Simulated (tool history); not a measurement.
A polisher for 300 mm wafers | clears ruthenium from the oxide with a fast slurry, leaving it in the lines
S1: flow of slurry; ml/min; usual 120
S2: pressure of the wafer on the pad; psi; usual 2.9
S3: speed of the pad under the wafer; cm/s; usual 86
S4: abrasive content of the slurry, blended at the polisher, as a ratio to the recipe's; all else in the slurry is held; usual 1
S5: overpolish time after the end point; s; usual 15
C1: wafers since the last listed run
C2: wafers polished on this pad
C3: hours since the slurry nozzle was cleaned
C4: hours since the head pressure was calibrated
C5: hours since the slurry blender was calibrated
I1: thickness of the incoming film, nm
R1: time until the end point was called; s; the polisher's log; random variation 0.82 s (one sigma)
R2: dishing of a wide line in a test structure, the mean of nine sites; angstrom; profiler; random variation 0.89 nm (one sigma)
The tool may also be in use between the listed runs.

run 1 day=0 | S1=120 S2=2.9 S3=86 S4=1 S5=15 | C1=0 C2=1104 C3=286.1 C4=290.6 C5=0.5 | I1=219.6 | R1=49.7 R2=449
-- day=0.458 worn pad replaced by a new one
run 2 day=0.571 | S1=120 S2=2.9 S3=86 S4=1 S5=15 | C1=69 C2=19 C3=299.8 C4=304.3 C5=14.2 | I1=220 | R1=50.3 R2=436
run 3 day=1.025 | S1=120 S2=2.9 S3=86 S4=1 S5=15 | C1=77 C2=97 C3=310.7 C4=315.2 C5=25.1 | I1=220.4 | R1=49.5 R2=438
run 4 day=1.667 | S1=120 S2=2.9 S3=86 S4=1 S5=15 | C1=110 C2=207 C3=326.1 C4=330.6 C5=40.5 | I1=220.2 | R1=49.3 R2=427
run 5 day=2.246 | S1=120 S2=2.9 S3=86 S4=1 S5=15 | C1=99 C2=306 C3=340 C4=344.5 C5=54.4 | I1=221 | R1=50.1 R2=435
run 6 day=2.558 | S1=120 S2=2.9 S3=86 S4=1 S5=15 | C1=53 C2=360 C3=347.5 C4=352 C5=61.9 | I1=222 | R1=49.8 R2=444
run 7 day=3.025 | S1=120 S2=2.9 S3=86 S4=1 S5=15 | C1=80 C2=440 C3=358.7 C4=363.2 C5=73.1 | I1=216.9 | R1=49.6 R2=416
run 8 day=3.688 | S1=120 S2=2.9 S3=86 S4=1 S5=9 | C1=113 C2=554 C3=374.6 C4=379.1 C5=89 | I1=219.7 | R1=50.5 R2=288
run 9 day=4.371 | S1=120 S2=2.9 S3=86 S4=1 S5=8 | C1=117 C2=671 C3=391 C4=395.5 C5=105.4 | I1=221.9 | R1=49.6 R2=272
run 10 day=4.942 | S1=135 S2=2.6 S3=86 S4=1.15 S5=15 | C1=97 C2=769 C3=404.7 C4=409.2 C5=119.1 | I1=219.7 | R1=50.1 R2=431
run 11 day=5.367 | S1=140 S2=2.9 S3=114 S4=0.9 S5=15 | C1=72 C2=842 C3=414.9 C4=419.4 C5=129.3 | I1=218 | R1=37.7 R2=526
run 12 day=7.604 | S1=120 S2=2.9 S3=86 S4=1 S5=15 | C1=383 C2=1225 C3=468.6 C4=473.1 C5=183 | I1=219.6 | R1=50.8 R2=422
run 13 day=8.196 | S1=120 S2=2.5 S3=86 S4=1 S5=15 | C1=101 C2=1327 C3=482.8 C4=487.3 C5=197.2 | I1=216.9 | R1=55.9 R2=407
-- day=8.4 head pressure recalibrated
run 14 day=8.683 | S1=120 S2=2.9 S3=86 S4=1 S5=12 | C1=69 C2=1396 C3=494.5 C4=6.8 C5=208.9 | I1=222.2 | R1=54.2 R2=346
run 15 day=9.025 | S1=150 S2=3.5 S3=68 S4=1 S5=24 | C1=58 C2=1455 C3=502.7 C4=15 C5=217.1 | I1=222 | R1=57.8 R2=518
-- day=9.417 worn pad replaced by a new one
run 16 day=9.438 | S1=150 S2=2.9 S3=86 S4=1.25 S5=10 | C1=42 C2=3 C3=512.6 C4=24.9 C5=227 | I1=222 | R1=49.5 R2=338
run 17 day=9.954 | S1=120 S2=2.3 S3=86 S4=0.75 S5=15 | C1=88 C2=91 C3=525 C4=37.3 C5=239.4 | I1=219.6 | R1=74.1 R2=321
run 18 day=10.421 | S1=85 S2=2.9 S3=96 S4=0.85 S5=21 | C1=80 C2=171 C3=536.2 C4=48.5 C5=250.6 | I1=222.1 | R1=61.3 R2=484
-- day=10.762 slurry nozzle cleaned
-- day=10.833 slurry blender recalibrated
run 19 day=11.488 | S1=135 S2=2.9 S3=86 S4=1 S5=11 | C1=162 C2=334 C3=17.4 C4=74.1 C5=15.7 | I1=219.2 | R1=49 R2=345
run 20 day=11.783 | S1=85 S2=2.9 S3=72 S4=0.7 S5=8 | C1=50 C2=385 C3=24.5 C4=81.2 C5=22.8 | I1=222.4 | R1=77.7 R2=190
run 21 day=12.233 | S1=120 S2=2.9 S3=86 S4=1.25 S5=15 | C1=77 C2=462 C3=35.3 C4=92 C5=33.6 | I1=220.6 | R1=47.9 R2=449
run 22 day=12.612 | S1=120 S2=2.9 S3=86 S4=1.15 S5=15 | C1=65 C2=527 C3=44.4 C4=101.1 C5=42.7 | I1=225.2 | R1=50.1 R2=463
run 23 day=12.929 | S1=120 S2=2.9 S3=70 S4=1.15 S5=22 | C1=54 C2=582 C3=52 C4=108.7 C5=50.3 | I1=219.7 | R1=60.9 R2=509
run 24 day=13.571 | S1=120 S2=2.9 S3=86 S4=1.15 S5=15 | C1=110 C2=692 C3=67.4 C4=124.1 C5=65.7 | I1=221.1 | R1=49 R2=433
run 25 day=14.296 | S1=120 S2=2.9 S3=86 S4=1 S5=15 | C1=124 C2=816 C3=84.8 C4=141.5 C5=83.1 | I1=215.8 | R1=49.7 R2=410
run 26 day=14.588 | S1=160 S2=3.5 S3=86 S4=1.15 S5=15 | C1=50 C2=866 C3=91.8 C4=148.5 C5=90.1 | I1=216.4 | R1=38.9 R2=510
run 27 day=14.975 | S1=105 S2=1.9 S3=86 S4=1.15 S5=7 | C1=66 C2=932 C3=101.1 C4=157.8 C5=99.4 | I1=219.7 | R1=64.7 R2=189
run 28 day=15.538 | S1=110 S2=2.9 S3=86 S4=1 S5=15 | C1=96 C2=1029 C3=114.6 C4=171.3 C5=112.9 | I1=222.5 | R1=51.3 R2=421

5 ways to go on from here, each from the tool as it stands after run 28. What would each give?
run A day=15.554 | S1=120 S2=2.9 S3=86 S4=1 S5=15 | C1=2 C2=1032 C3=115 C4=171.7 C5=113.3 | I1=216.9 | R1=? R2=?
run B day=15.554 | S1=160 S2=3.7 S3=86 S4=1 S5=7 | C1=2 C2=1032 C3=115 C4=171.7 C5=113.3 | I1=216.9 | R1=? R2=?
run C day=15.554 | S1=155 S2=2.9 S3=114 S4=1 S5=18 | C1=2 C2=1032 C3=115 C4=171.7 C5=113.3 | I1=216.9 | R1=? R2=?
run D day=15.554 | S1=120 S2=2.9 S3=86 S4=1.15 S5=10 | C1=2 C2=1032 C3=115 C4=171.7 C5=113.3 | I1=216.9 | R1=? R2=?
run E day=15.554 | S1=95 S2=2.6 S3=76 S4=0.7 S5=15 | C1=2 C2=1032 C3=115 C4=171.7 C5=113.3 | I1=216.9 | R1=? R2=?

run=A R1=50.3 R2=425
run=B R1=39.7 R2=288
run=C R1=36.1 R2=576
run=D R1=47.9 R2=329
run=E R1=74.3 R2=321
Without the tool's hidden state the same runs would have given:
run=A R1=51.7 R2=417
run=B R1=40.9 R2=282
run=C R1=37.2 R2=568
run=D R1=49.2 R2=323
run=E R1=76.2 R2=315
